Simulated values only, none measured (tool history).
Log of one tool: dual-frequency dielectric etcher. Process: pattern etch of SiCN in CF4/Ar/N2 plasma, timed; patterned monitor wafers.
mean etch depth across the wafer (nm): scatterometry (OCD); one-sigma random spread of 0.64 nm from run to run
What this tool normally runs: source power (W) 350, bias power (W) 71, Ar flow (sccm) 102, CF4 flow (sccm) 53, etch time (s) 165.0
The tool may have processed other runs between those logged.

| run | day | source power (W) | bias power (W) | Ar flow (sccm) | CF4 flow (sccm) | etch time (s) | wafers since the last listed run | hours since the last wet clean | hours since the last source power generator calibration | hours since the last bias power generator calibration | hours since the last Ar flow controller change | hours since the last CF4 flow controller change | hours since the last upper electrode change | hours since the gauge calibration | read-back reference wafer on the same gauge, depth_nm | mean etch depth across the wafer (nm) |
|---|---|---|---|---|---|---|---|---|---|---|---|---|---|---|---|---|
| 1 | 0.000 | 350 | 58 | 102 | 53 | 165.0 | 0 | 384.7 | 2560.9 | 1356.2 | 1664.5 | 40.3 | 0.5 | 1004.0 | 114.1 | 98.2 |
| 2 | 2.612 | 350 | 58 | 102 | 53 | 165.0 | 631 | 447.4 | 2623.6 | 1418.9 | 1727.2 | 103.0 | 63.2 | 1066.7 | 114.0 | 99.8 |
| 3 | 4.025 | 350 | 71 | 102 | 53 | 165.0 | 341 | 481.3 | 2657.5 | 1452.8 | 1761.1 | 136.9 | 97.1 | 1100.6 | 114.2 | 108.4 |
|  | 6.300 | wet clean of the chamber |
| 4 | 12.038 | 350 | 71 | 102 | 53 | 165.0 | 1694 | 137.7 | 2849.8 | 1645.1 | 1953.4 | 329.2 | 289.4 | 1292.9 | 114.1 | 110.2 |
| 5 | 14.096 | 350 | 71 | 83 | 53 | 119.0 | 497 | 187.1 | 2899.2 | 1694.5 | 2002.8 | 378.6 | 338.8 | 1342.3 | 113.9 | 83.2 |
| 6 | 15.592 | 350 | 71 | 102 | 53 | 165.0 | 361 | 223.0 | 2935.1 | 1730.4 | 2038.7 | 414.5 | 374.7 | 1378.2 | 114.0 | 109.7 |
|  | 16.258 | bias power generator calibrated |
| 7 | 18.004 | 350 | 71 | 102 | 53 | 165.0 | 542 | 280.9 | 2993.0 | 41.9 | 2096.6 | 472.4 | 432.6 | 1436.1 | 114.0 | 109.3 |
|  | 20.454 | gauge calibrated |
| 8 | 20.467 | 280 | 71 | 102 | 53 | 165.0 | 595 | 340.0 | 3052.1 | 101.0 | 2155.7 | 531.5 | 491.7 | 0.3 | 113.9 | 94.9 |
|  | 21.958 | source power generator calibrated |
| 9 | 22.425 | 260 | 65 | 93 | 53 | 165.0 | 433 | 387.0 | 11.2 | 148.0 | 2202.7 | 578.5 | 538.7 | 47.3 | 113.9 | 84.0 |
|  | 22.788 | Ar flow controller replaced |
| 10 | 24.829 | 350 | 71 | 122 | 53 | 165.0 | 520 | 444.7 | 68.9 | 205.7 | 49.0 | 636.2 | 596.4 | 105.0 | 114.1 | 101.0 |
|  | 28.429 | wet clean of the chamber |
| 11 | 28.450 | 350 | 71 | 102 | 53 | 165.0 | 633 | 0.5 | 155.8 | 292.6 | 135.9 | 723.1 | 683.3 | 191.9 | 113.9 | 105.2 |
| 12 | 29.929 | 350 | 71 | 102 | 48 | 178.5 | 357 | 36.0 | 191.3 | 328.1 | 171.4 | 758.6 | 718.8 | 227.4 | 114.1 | 110.9 |
| 13 | 32.096 | 350 | 71 | 102 | 53 | 165.0 | 523 | 88.0 | 243.3 | 380.1 | 223.4 | 810.6 | 770.8 | 279.4 | 114.1 | 105.6 |
| 14 | 33.233 | 350 | 71 | 102 | 66 | 165.0 | 274 | 115.3 | 270.6 | 407.4 | 250.7 | 837.9 | 798.1 | 306.7 | 114.0 | 110.6 |
| 15 | 35.412 | 350 | 71 | 102 | 53 | 165.0 | 526 | 167.6 | 322.9 | 459.7 | 303.0 | 890.2 | 850.4 | 359.0 | 113.9 | 105.3 |
| 16 | 36.688 | 400 | 60 | 102 | 53 | 138.0 | 308 | 198.2 | 353.5 | 490.3 | 333.6 | 920.8 | 881.0 | 389.6 | 113.9 | 89.7 |
| 17 | 38.479 | 310 | 85 | 102 | 53 | 165.0 | 433 | 241.2 | 396.5 | 533.3 | 376.6 | 963.8 | 924.0 | 432.6 | 114.0 | 104.6 |
| 18 | 39.533 | 350 | 71 | 102 | 48 | 165.0 | 254 | 266.5 | 421.8 | 558.6 | 401.9 | 989.1 | 949.3 | 457.9 | 113.9 | 102.5 |
| 19 | 42.175 | 420 | 76 | 102 | 48 | 165.0 | 638 | 329.9 | 485.2 | 622.0 | 465.3 | 1052.5 | 1012.7 | 521.3 | 114.1 | 120.8 |
| 20 | 44.658 | 380 | 85 | 102 | 62 | 165.0 | 600 | 389.5 | 544.8 | 681.6 | 524.9 | 1112.1 | 1072.3 | 580.9 | 113.9 | 125.3 |

How would selected steps in mean etch depth across the wafer (nm) from run to run divide? Give the signed amount a tool lacking its hidden state would still show from settings, what came in and random variation, and the signed amount left for the hidden state, including any gauge scatter that is not in both of the compared results.
Hidden conditions of the tool in this case: etch rate over this chamber's usual, %; source power that arrives over what is set, %; bias power that arrives over what is set, %; Ar flow that arrives over what is set, %; CF4 flow that arrives over what is set, %; gauge reads high (%).
Run 4 -> 5: Ar flow (sccm) 102 -> 83, etch time (s) 165.0 -> 119.0. mean etch depth across the wafer (nm) -27.0: hidden state -1.0, all else -26.0.
Run 5 -> 6: Ar flow (sccm) 83 -> 102, etch time (s) 119.0 -> 165.0. mean etch depth across the wafer (nm) +26.5: hidden state +1.1, all else +25.4.
Run 8 -> 9: source power (W) 280 -> 260, bias power (W) 71 -> 65, Ar flow (sccm) 102 -> 93, source power generator calibrated. mean etch depth across the wafer (nm) -10.9: hidden state -4.4, all else -6.5.
